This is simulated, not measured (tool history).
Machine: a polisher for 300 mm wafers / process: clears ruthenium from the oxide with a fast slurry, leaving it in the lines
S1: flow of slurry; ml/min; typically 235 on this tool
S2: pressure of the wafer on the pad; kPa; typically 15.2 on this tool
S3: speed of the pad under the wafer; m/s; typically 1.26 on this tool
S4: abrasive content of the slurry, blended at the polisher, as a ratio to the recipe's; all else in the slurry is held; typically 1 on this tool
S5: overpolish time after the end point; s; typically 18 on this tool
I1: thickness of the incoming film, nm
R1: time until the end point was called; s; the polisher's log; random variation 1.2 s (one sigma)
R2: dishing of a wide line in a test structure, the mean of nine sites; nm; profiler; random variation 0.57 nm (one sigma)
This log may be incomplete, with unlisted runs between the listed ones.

{"run": 1, "day": 0.0, "S1": 235, "S2": 15.2, "S3": 1.26, "S4": 1, "S5": 25, "I1": 255.6, "R1": 74.2, "R2": 48.3}
{"run": 2, "day": 0.4, "S1": 235, "S2": 15.2, "S3": 1.26, "S4": 1, "S5": 25, "I1": 259.8, "R1": 77.6, "R2": 49.6}
{"run": 3, "day": 0.862, "S1": 220, "S2": 15.2, "S3": 1.26, "S4": 1, "S5": 18, "I1": 261.3, "R1": 78, "R2": 39.7}
{"run": 4, "day": 1.596, "S1": 235, "S2": 15.2, "S3": 1.26, "S4": 1, "S5": 18, "I1": 260.8, "R1": 78.7, "R2": 39.1}
{"day": 1.883, "done": "slurry nozzle cleaned"}
{"day": 2.188, "done": "slurry blender recalibrated"}
{"run": 5, "day": 2.208, "S1": 235, "S2": 15.2, "S3": 1.26, "S4": 1, "S5": 18, "I1": 256.7, "R1": 71.7, "R2": 41.1}
{"day": 2.662, "done": "worn pad replaced by a new one"}
{"run": 6, "day": 2.917, "S1": 235, "S2": 15.2, "S3": 1.26, "S4": 1, "S5": 18, "I1": 260.1, "R1": 73, "R2": 40.2}
{"run": 7, "day": 3.654, "S1": 235, "S2": 15.2, "S3": 1.26, "S4": 1, "S5": 18, "I1": 259.4, "R1": 72.5, "R2": 41.5}
{"run": 8, "day": 5.508, "S1": 235, "S2": 12.4, "S3": 1.42, "S4": 1, "S5": 18, "I1": 258.4, "R1": 80.8, "R2": 38.9}
{"run": 9, "day": 6.138, "S1": 235, "S2": 15.2, "S3": 0.9, "S4": 1, "S5": 23, "I1": 258, "R1": 95.5, "R2": 40.1}
{"run": 10, "day": 6.642, "S1": 165, "S2": 15.2, "S3": 1.26, "S4": 1, "S5": 23, "I1": 260.6, "R1": 78.6, "R2": 45.9}
{"run": 11, "day": 7.238, "S1": 170, "S2": 20, "S3": 1.26, "S4": 0.75, "S5": 18, "I1": 258.8, "R1": 74.8, "R2": 40.6}
{"day": 7.475, "done": "worn pad replaced by a new one"}
{"run": 12, "day": 7.533, "S1": 235, "S2": 15.2, "S3": 0.9, "S4": 1, "S5": 23, "I1": 260.6, "R1": 103.5, "R2": 39.1}
{"run": 13, "day": 7.921, "S1": 235, "S2": 15.2, "S3": 1.26, "S4": 1.1, "S5": 18, "I1": 261.5, "R1": 72.2, "R2": 40.3}
{"day": 8.225, "done": "head pressure recalibrated"}
{"run": 14, "day": 8.638, "S1": 265, "S2": 15.2, "S3": 1.26, "S4": 1, "S5": 26, "I1": 263.3, "R1": 79.6, "R2": 48.4}
{"run": 15, "day": 9.312, "S1": 235, "S2": 15.2, "S3": 1.26, "S4": 1, "S5": 9, "I1": 257.1, "R1": 81.2, "R2": 22.6}
{"run": 16, "day": 9.917, "S1": 235, "S2": 15.2, "S3": 1.26, "S4": 0.8, "S5": 9, "I1": 260.1, "R1": 98.7, "R2": 19.2}
{"day": 10.321, "done": "slurry blender recalibrated"}
{"run": 17, "day": 10.438, "S1": 235, "S2": 15.2, "S3": 1.26, "S4": 1, "S5": 18, "I1": 258.9, "R1": 75.7, "R2": 41.3}
{"run": 18, "day": 11.15, "S1": 235, "S2": 15.2, "S3": 1.26, "S4": 1, "S5": 18, "I1": 257.7, "R1": 72.9, "R2": 40.5}
{"day": 11.575, "done": "worn pad replaced by a new one"}
{"run": 19, "day": 11.879, "S1": 235, "S2": 10.3, "S3": 1.26, "S4": 1, "S5": 13, "I1": 264.5, "R1": 110.4, "R2": 23.7}
{"run": 20, "day": 12.367, "S1": 235, "S2": 15.2, "S3": 1.64, "S4": 1, "S5": 18, "I1": 262.3, "R1": 59.6, "R2": 47.4}
{"run": 21, "day": 12.846, "S1": 235, "S2": 15.2, "S3": 1.26, "S4": 1.1, "S5": 13, "I1": 256.3, "R1": 70.9, "R2": 33.9}
{"run": 22, "day": 13.225, "S1": 235, "S2": 9.7, "S3": 1.42, "S4": 0.8, "S5": 27, "I1": 257.8, "R1": 126.4, "R2": 37.4}
{"run": 23, "day": 13.496, "S1": 185, "S2": 11, "S3": 1.26, "S4": 1.2, "S5": 12, "I1": 254.3, "R1": 92.6, "R2": 25.4}
{"run": 24, "day": 13.925, "S1": 235, "S2": 15.2, "S3": 1.26, "S4": 1, "S5": 18, "I1": 255.6, "R1": 71.5, "R2": 40.6}
{"run": 25, "day": 14.512, "S1": 305, "S2": 20, "S3": 1.44, "S4": 1, "S5": 18, "I1": 258.8, "R1": 49.9, "R2": 51.9}
{"run": 26, "day": 15.171, "S1": 235, "S2": 20.7, "S3": 1.26, "S4": 1.15, "S5": 7, "I1": 258.7, "R1": 50.9, "R2": 27.1}
{"run": 27, "day": 15.804, "S1": 255, "S2": 15.2, "S3": 1.26, "S4": 1, "S5": 23, "I1": 264.7, "R1": 76.1, "R2": 45.6}
{"day": 16.233, "done": "worn pad replaced by a new one"}
{"run": 28, "day": 16.325, "S1": 235, "S2": 11, "S3": 1.26, "S4": 1, "S5": 11, "I1": 259.8, "R1": 107.2, "R2": 20.9}

Branching from run 28: 4 alternative next runs. What would each branch give?
{"run": "A", "day": 16.342, "S1": 235, "S2": 15.2, "S3": 1.26, "S4": 1, "S5": 18, "I1": 261.5, "R1": "?", "R2": "?"}
{"run": "B", "day": 16.342, "S1": 235, "S2": 16.5, "S3": 1.26, "S4": 0.75, "S5": 18, "I1": 261.5, "R1": "?", "R2": "?"}
{"run": "C", "day": 16.342, "S1": 190, "S2": 15.2, "S3": 0.96, "S4": 1, "S5": 25, "I1": 261.5, "R1": "?", "R2": "?"}
{"run": "D", "day": 16.342, "S1": 235, "S2": 11.7, "S3": 1.26, "S4": 1, "S5": 27, "I1": 261.5, "R1": "?", "R2": "?"}

run=A R1=79.2 R2=38.6
run=B R1=91.2 R2=35
run=C R1=101 R2=40.9
run=D R1=102.4 R2=42.6
Had the tool no hidden state, the same runs would have come out as:
run=A R1=72.9 R2=40.8
run=B R1=82.5 R2=37.5
run=C R1=92.9 R2=43.1
run=D R1=94.3 R2=44.8
